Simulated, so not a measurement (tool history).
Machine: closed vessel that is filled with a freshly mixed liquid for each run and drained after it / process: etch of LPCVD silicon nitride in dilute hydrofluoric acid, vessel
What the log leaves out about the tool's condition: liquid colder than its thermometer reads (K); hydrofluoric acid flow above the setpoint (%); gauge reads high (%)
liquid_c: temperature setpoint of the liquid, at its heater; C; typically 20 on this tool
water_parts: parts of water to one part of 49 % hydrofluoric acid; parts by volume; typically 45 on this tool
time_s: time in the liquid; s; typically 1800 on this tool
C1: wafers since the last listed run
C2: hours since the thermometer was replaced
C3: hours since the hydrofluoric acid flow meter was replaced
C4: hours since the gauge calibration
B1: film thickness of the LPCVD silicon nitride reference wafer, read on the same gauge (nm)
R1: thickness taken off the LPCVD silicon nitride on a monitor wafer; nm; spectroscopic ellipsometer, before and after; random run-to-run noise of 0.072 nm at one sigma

{"run": 1, "day": 0.0, "liquid_c": 23.5, "water_parts": 45, "time_s": 1800, "C1": 0, "C2": 624.2, "C3": 1396.8, "C4": 158.9, "B1": 119.97, "R1": 20.63}
{"run": 2, "day": 0.612, "liquid_c": 23.5, "water_parts": 45, "time_s": 1800, "C1": 724, "C2": 638.9, "C3": 1411.5, "C4": 173.6, "B1": 120.01, "R1": 20.7}
{"run": 3, "day": 1.325, "liquid_c": 20, "water_parts": 45, "time_s": 1430, "C1": 842, "C2": 656, "C3": 1428.6, "C4": 190.7, "B1": 120, "R1": 13.03}
{"run": 4, "day": 1.646, "liquid_c": 20, "water_parts": 45, "time_s": 1430, "C1": 379, "C2": 663.7, "C3": 1436.3, "C4": 198.4, "B1": 120.02, "R1": 12.9}
{"run": 5, "day": 1.983, "liquid_c": 20, "water_parts": 45, "time_s": 2330, "C1": 399, "C2": 671.8, "C3": 1444.4, "C4": 206.5, "B1": 120.02, "R1": 21.21}
{"run": 6, "day": 2.267, "liquid_c": 20, "water_parts": 45, "time_s": 2330, "C1": 335, "C2": 678.6, "C3": 1451.2, "C4": 213.3, "B1": 120.02, "R1": 21.21}
{"run": 7, "day": 2.654, "liquid_c": 20, "water_parts": 45, "time_s": 1800, "C1": 458, "C2": 687.9, "C3": 1460.5, "C4": 222.6, "B1": 119.97, "R1": 16.3}
{"run": 8, "day": 3.354, "liquid_c": 20, "water_parts": 45, "time_s": 1800, "C1": 827, "C2": 704.7, "C3": 1477.3, "C4": 239.4, "B1": 119.97, "R1": 16.29}
{"run": 9, "day": 3.733, "liquid_c": 20, "water_parts": 45, "time_s": 1800, "C1": 448, "C2": 713.8, "C3": 1486.4, "C4": 248.5, "B1": 120.02, "R1": 16.43}
{"run": 10, "day": 4.312, "liquid_c": 20, "water_parts": 45, "time_s": 1800, "C1": 684, "C2": 727.7, "C3": 1500.3, "C4": 262.4, "B1": 119.98, "R1": 16.47}
{"run": 11, "day": 4.821, "liquid_c": 20, "water_parts": 45, "time_s": 2355, "C1": 601, "C2": 739.9, "C3": 1512.5, "C4": 274.6, "B1": 120.01, "R1": 21.64}
{"run": 12, "day": 5.296, "liquid_c": 20, "water_parts": 45, "time_s": 2220, "C1": 561, "C2": 751.3, "C3": 1523.9, "C4": 286, "B1": 119.98, "R1": 20.18}
{"day": 5.383, "done": "gauge calibrated"}
{"run": 13, "day": 5.871, "liquid_c": 22.5, "water_parts": 45, "time_s": 1800, "C1": 679, "C2": 765.1, "C3": 1537.7, "C4": 11.7, "B1": 120, "R1": 19.74}
{"day": 6.229, "done": "hydrofluoric acid flow meter replaced"}
{"run": 14, "day": 6.3, "liquid_c": 17, "water_parts": 45, "time_s": 1800, "C1": 458, "C2": 775.4, "C3": 1.7, "C4": 22, "B1": 119.96, "R1": 14.03}
{"run": 15, "day": 6.842, "liquid_c": 20, "water_parts": 45, "time_s": 800, "C1": 640, "C2": 788.4, "C3": 14.7, "C4": 35, "B1": 120, "R1": 7.73}
{"run": 16, "day": 7.567, "liquid_c": 20, "water_parts": 45, "time_s": 2355, "C1": 857, "C2": 805.8, "C3": 32.1, "C4": 52.4, "B1": 119.98, "R1": 22.7}
{"run": 17, "day": 7.85, "liquid_c": 17, "water_parts": 45, "time_s": 1800, "C1": 335, "C2": 812.6, "C3": 38.9, "C4": 59.2, "B1": 119.98, "R1": 14.12}

Run 18, settings as shown, results not yet in. Your forecast:
{"day": 7.967, "done": "thermometer replaced"}
{"day": 8.346, "done": "hydrofluoric acid flow meter replaced, repeated, since the last time left the tool worse"}
{"run": 18, "day": 8.538, "liquid_c": 23.5, "water_parts": 45, "time_s": 1800, "C1": 714, "C2": 13.7, "C3": 4.6, "C4": 75.7, "B1": "?", "R1": "?"}

{"run 18": {"B1": 119.99, "R1": 19.32}}
With no hidden state in the tool, this same run would have given R1 19.14 nm.
